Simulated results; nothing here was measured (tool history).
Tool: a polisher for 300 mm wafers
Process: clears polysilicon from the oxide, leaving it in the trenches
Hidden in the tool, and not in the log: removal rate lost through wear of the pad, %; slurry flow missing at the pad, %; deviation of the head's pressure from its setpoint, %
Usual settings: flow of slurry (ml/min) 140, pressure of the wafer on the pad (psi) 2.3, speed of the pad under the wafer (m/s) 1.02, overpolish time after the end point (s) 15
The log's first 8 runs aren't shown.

run	hour	flow of slurry (ml/min)	pressure of the wafer on the pad (psi)	speed of the pad under the wafer (m/s)	overpolish time after the end point (s)	wafers since the last listed run	wafers polished on this pad	hours since the slurry nozzle was cleaned	hours since the head pressure was calibrated	incoming thickness of the incoming film, nm	time until the end point was called (s)
# hour 386.2: worn pad replaced by a new one
# hour 392.6: slurry nozzle cleaned
9	422.1	105	2.3	1.02	15	485	266	29.5	768.2	663.1	45.6
10	464.6	140	2.3	1.02	15	324	591	72	810.7	667.4	43.1
11	513.3	140	2.3	1.02	15	372	963	120.7	859.4	660.3	42.7
12	577.2	140	2.3	0.86	15	488	1451	184.6	923.3	667	49.1
13	649	140	2.3	0.86	15	548	1999	256.4	995.1	661.2	49.9
14	693.1	140	2.3	0.86	15	336	2336	300.5	1039.2	668.3	49.6
# hour 725.6: worn pad replaced by a new one
# hour 735: head pressure recalibrated
15	764.9	140	2.3	1.02	15	502	284	372.3	29.9	662.4	42.4
16	826.5	140	2	1.02	15	470	755	433.9	91.5	655.3	46
17	900.7	140	2.8	1.02	7	566	1322	508.1	165.7	652.3	36.4
18	962.1	120	2.9	1.02	11	469	1791	569.5	227.1	662.3	36.4
19	992.4	140	2.3	1.02	8	231	2022	599.8	257.4	667.9	42.3
20	1034.9	155	1.9	1.32	21	324	2347	642.3	299.9	653.2	37
# hour 1058.7: slurry nozzle cleaned
# hour 1096.4: worn pad replaced by a new one
21	1182.6	140	2.3	1.02	15	1090	658	123.9	447.6	649.7	41.4
22	1208.6	140	2.1	1.02	15	198	856	149.9	473.6	664.4	45.9
23	1275.2	160	2.3	1.34	15	508	1365	216.5	540.2	664	32.1
24	1304.5	140	2.3	1.02	15	223	1589	245.8	569.5	657.9	42.4
25	1370.4	95	2.7	0.92	20	503	2092	311.7	635.4	655.2	44.7
26	1424.1	140	2.3	1.02	15	410	2502	365.4	689.1	655.6	41.1
# hour 1467.3: worn pad replaced by a new one
27	1487.4	140	2.3	1.02	15	452	153	428.7	752.4	659.9	42.4
28	1541	140	2.3	1.02	15	409	563	482.3	806	653.9	41.2
29	1603.9	140	2.3	1.18	23	480	1043	545.2	868.9	664.4	37.3
# hour 1669.8: slurry nozzle cleaned
30	1672.4	140	2.3	1.02	15	515	1559	2.6	937.4	663.4	43.1

Forecast each of these 3 alternatives for the next run:
A	1672.8	140	2.3	1.02	15	3	1562	3	937.8	659.1	?
B	1672.8	125	2.3	1.02	23	3	1562	3	937.8	659.1	?
C	1672.8	100	2.3	1.02	15	3	1562	3	937.8	659.1	?

run	time until the end point was called (s)
A	41.6
B	42.7
C	45.2
Without the tool's hidden state the same runs would have given:
run	time until the end point was called (s)
A	41.6
B	42.7
C	45.2

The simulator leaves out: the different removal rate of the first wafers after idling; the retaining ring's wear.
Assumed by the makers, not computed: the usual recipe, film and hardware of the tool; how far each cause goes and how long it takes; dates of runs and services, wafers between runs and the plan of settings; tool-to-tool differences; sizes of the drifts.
